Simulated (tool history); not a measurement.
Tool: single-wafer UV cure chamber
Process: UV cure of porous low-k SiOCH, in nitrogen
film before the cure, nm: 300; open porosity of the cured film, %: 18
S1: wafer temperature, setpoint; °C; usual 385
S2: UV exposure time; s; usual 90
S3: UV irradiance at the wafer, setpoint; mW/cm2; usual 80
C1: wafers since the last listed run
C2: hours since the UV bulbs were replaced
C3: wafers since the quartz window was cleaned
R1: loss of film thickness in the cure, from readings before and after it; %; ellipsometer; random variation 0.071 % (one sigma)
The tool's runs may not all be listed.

{"run": 1, "day": 0.0, "S1": 370, "S2": 90, "S3": 80, "C1": 0, "C2": 2560.6, "C3": 182, "R1": 6.144}
{"run": 2, "day": 2.267, "S1": 370, "S2": 90, "S3": 80, "C1": 673, "C2": 2615.0, "C3": 855, "R1": 6.143}
{"run": 3, "day": 3.808, "S1": 370, "S2": 90, "S3": 80, "C1": 457, "C2": 2652.0, "C3": 1313, "R1": 6.172}
{"run": 4, "day": 5.983, "S1": 395, "S2": 90, "S3": 80, "C1": 646, "C2": 2704.2, "C3": 1959, "R1": 6.463}
{"day": 9.0, "done": "quartz window cleaned"}
{"run": 5, "day": 9.021, "S1": 395, "S2": 90, "S3": 80, "C1": 803, "C2": 2777.1, "C3": 5, "R1": 6.727}
{"run": 6, "day": 13.121, "S1": 385, "S2": 90, "S3": 80, "C1": 1217, "C2": 2875.5, "C3": 1223, "R1": 6.128}
{"run": 7, "day": 15.938, "S1": 385, "S2": 90, "S3": 80, "C1": 836, "C2": 2943.1, "C3": 2060, "R1": 6.285}
{"run": 8, "day": 17.008, "S1": 385, "S2": 90, "S3": 80, "C1": 318, "C2": 2968.8, "C3": 2378, "R1": 6.095}
{"day": 17.65, "done": "quartz window cleaned"}
{"run": 9, "day": 19.388, "S1": 385, "S2": 90, "S3": 104, "C1": 607, "C2": 3025.9, "C3": 516, "R1": 7.392}
{"run": 10, "day": 21.829, "S1": 385, "S2": 90, "S3": 104, "C1": 725, "C2": 3084.5, "C3": 1241, "R1": 7.225}
{"run": 11, "day": 24.496, "S1": 373, "S2": 90, "S3": 80, "C1": 792, "C2": 3148.5, "C3": 2033, "R1": 5.915}
{"run": 12, "day": 25.542, "S1": 385, "S2": 90, "S3": 95, "C1": 310, "C2": 3173.6, "C3": 2344, "R1": 6.998}
{"day": 26.962, "done": "quartz window cleaned"}
{"run": 13, "day": 27.762, "S1": 385, "S2": 75, "S3": 45, "C1": 560, "C2": 3226.9, "C3": 237, "R1": 3.861}
{"run": 14, "day": 29.883, "S1": 385, "S2": 130, "S3": 97, "C1": 629, "C2": 3277.8, "C3": 867, "R1": 8.68}
{"run": 15, "day": 32.462, "S1": 375, "S2": 90, "S3": 80, "C1": 766, "C2": 3339.7, "C3": 1633, "R1": 6.102}
{"day": 33.788, "done": "UV bulbs replaced"}
{"day": 35.892, "done": "quartz window cleaned"}
{"run": 16, "day": 37.088, "S1": 385, "S2": 90, "S3": 80, "C1": 1175, "C2": 79.2, "C3": 355, "R1": 6.519}
{"run": 17, "day": 38.417, "S1": 375, "S2": 130, "S3": 80, "C1": 394, "C2": 111.1, "C3": 749, "R1": 7.686}
{"run": 18, "day": 39.688, "S1": 385, "S2": 125, "S3": 80, "C1": 377, "C2": 141.6, "C3": 1127, "R1": 7.567}
{"run": 19, "day": 44.146, "S1": 385, "S2": 90, "S3": 106, "C1": 1324, "C2": 248.6, "C3": 2451, "R1": 7.189}
{"run": 20, "day": 45.217, "S1": 385, "S2": 90, "S3": 80, "C1": 318, "C2": 274.3, "C3": 2769, "R1": 6.19}
{"day": 46.417, "done": "quartz window cleaned"}
{"run": 21, "day": 47.454, "S1": 385, "S2": 90, "S3": 106, "C1": 565, "C2": 328.0, "C3": 308, "R1": 7.599}

5 ways to go on from here, each from the tool as it stands after run 21. What would each give?
{"run": "A", "day": 47.471, "S1": 385, "S2": 90, "S3": 80, "C1": 4, "C2": 328.4, "C3": 313, "R1": "?"}
{"run": "B", "day": 47.471, "S1": 378, "S2": 90, "S3": 80, "C1": 4, "C2": 328.4, "C3": 313, "R1": "?"}
{"run": "C", "day": 47.471, "S1": 385, "S2": 110, "S3": 80, "C1": 4, "C2": 328.4, "C3": 313, "R1": "?"}
{"run": "D", "day": 47.471, "S1": 395, "S2": 50, "S3": 80, "C1": 4, "C2": 328.4, "C3": 313, "R1": "?"}
{"run": "E", "day": 47.471, "S1": 369, "S2": 145, "S3": 80, "C1": 4, "C2": 328.4, "C3": 313, "R1": "?"}

run=A R1=6.395
run=B R1=6.286
run=C R1=7.185
run=D R1=4.442
run=E R1=8.042
Without the tool's hidden state the same runs would have given:
run=A R1=6.539
run=B R1=6.429
run=C R1=7.335
run=D R1=4.563
run=E R1=8.197

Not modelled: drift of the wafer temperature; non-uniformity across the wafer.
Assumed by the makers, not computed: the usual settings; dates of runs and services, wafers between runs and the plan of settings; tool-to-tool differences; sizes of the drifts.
